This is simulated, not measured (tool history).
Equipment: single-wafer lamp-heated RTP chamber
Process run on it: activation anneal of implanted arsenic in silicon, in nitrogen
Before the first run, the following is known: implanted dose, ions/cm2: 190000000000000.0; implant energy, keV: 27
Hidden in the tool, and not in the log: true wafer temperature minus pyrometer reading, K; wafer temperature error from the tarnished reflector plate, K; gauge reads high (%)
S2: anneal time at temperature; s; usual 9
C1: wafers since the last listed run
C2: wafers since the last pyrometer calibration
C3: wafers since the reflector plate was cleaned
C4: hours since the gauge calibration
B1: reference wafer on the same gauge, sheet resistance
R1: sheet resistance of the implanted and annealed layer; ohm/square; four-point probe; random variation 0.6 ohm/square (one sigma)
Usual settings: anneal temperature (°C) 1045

run 1 hour=0 | anneal_temperature_(°C)=1026 S2=9 | C1=0 C2=721 C3=6888 C4=472.1 | B1=474.62 | R1=402.57
-- hour=119.6 pyrometer window cleaned and pyrometer calibrated
run 2 hour=172.6 | anneal_temperature_(°C)=1026 S2=9 | C1=1721 C2=554 C3=8610 C4=644.7 | B1=473.02 | R1=400.89
run 3 hour=201.3 | anneal_temperature_(°C)=1026 S2=9 | C1=300 C2=854 C3=8910 C4=673.4 | B1=472.66 | R1=400.83
run 4 hour=266.1 | anneal_temperature_(°C)=1045 S2=11 | C1=677 C2=1532 C3=9588 C4=738.2 | B1=471.86 | R1=396.86
-- hour=286.8 pyrometer window cleaned and pyrometer calibrated
run 5 hour=319.5 | anneal_temperature_(°C)=1025 S2=12 | C1=474 C2=341 C3=10063 C4=791.6 | B1=471.11 | R1=397.57
run 6 hour=372.3 | anneal_temperature_(°C)=1025 S2=12 | C1=552 C2=894 C3=10616 C4=844.4 | B1=470.19 | R1=398.33
-- hour=413.2 gauge calibrated
run 7 hour=422.9 | anneal_temperature_(°C)=1045 S2=5 | C1=529 C2=1423 C3=11145 C4=9.7 | B1=476.83 | R1=404.41
-- hour=453.7 reflector plate cleaned
-- hour=480.5 pyrometer window cleaned and pyrometer calibrated
run 8 hour=481 | anneal_temperature_(°C)=1030 S2=12 | C1=440 C2=5 C3=202 C4=67.8 | B1=476.76 | R1=401.84
run 9 hour=531.2 | anneal_temperature_(°C)=1037 S2=8 | C1=525 C2=530 C3=727 C4=118 | B1=476.85 | R1=403.38
run 10 hour=556 | anneal_temperature_(°C)=1056 S2=4 | C1=259 C2=789 C3=986 C4=142.8 | B1=476.85 | R1=404.42
run 11 hour=611.4 | anneal_temperature_(°C)=1019 S2=5 | C1=579 C2=1369 C3=1566 C4=198.2 | B1=476.34 | R1=405.86
-- hour=675.3 pyrometer window cleaned and pyrometer calibrated
run 12 hour=682.6 | anneal_temperature_(°C)=1045 S2=9 | C1=661 C2=75 C3=2227 C4=269.4 | B1=476.01 | R1=402.47
run 13 hour=739.7 | anneal_temperature_(°C)=1045 S2=9 | C1=597 C2=673 C3=2824 C4=326.5 | B1=475.85 | R1=401.54
run 14 hour=806.4 | anneal_temperature_(°C)=1060 S2=12 | C1=697 C2=1371 C3=3522 C4=393.2 | B1=475.42 | R1=398.38
run 15 hour=840.8 | anneal_temperature_(°C)=1016 S2=9 | C1=359 C2=1730 C3=3882 C4=427.6 | B1=475.09 | R1=402.93

Predict each of these 3 candidate next runs independently; none follows another, all start after run 15:
run A hour=841.2 | anneal_temperature_(°C)=1017 S2=9 | C1=4 C2=1735 C3=3886 C4=428 | B1=? | R1=?
run B hour=841.2 | anneal_temperature_(°C)=1035 S2=9 | C1=4 C2=1735 C3=3886 C4=428 | B1=? | R1=?
run C hour=841.2 | anneal_temperature_(°C)=1053 S2=7 | C1=4 C2=1735 C3=3886 C4=428 | B1=? | R1=?

run=A B1=475.32 R1=403.23
run=B B1=475.32 R1=402.11
run=C B1=475.32 R1=401.72
Without the tool's hidden state the same runs would have given:
run=A R1=404.79
run=B R1=403.67
run=C R1=403.27

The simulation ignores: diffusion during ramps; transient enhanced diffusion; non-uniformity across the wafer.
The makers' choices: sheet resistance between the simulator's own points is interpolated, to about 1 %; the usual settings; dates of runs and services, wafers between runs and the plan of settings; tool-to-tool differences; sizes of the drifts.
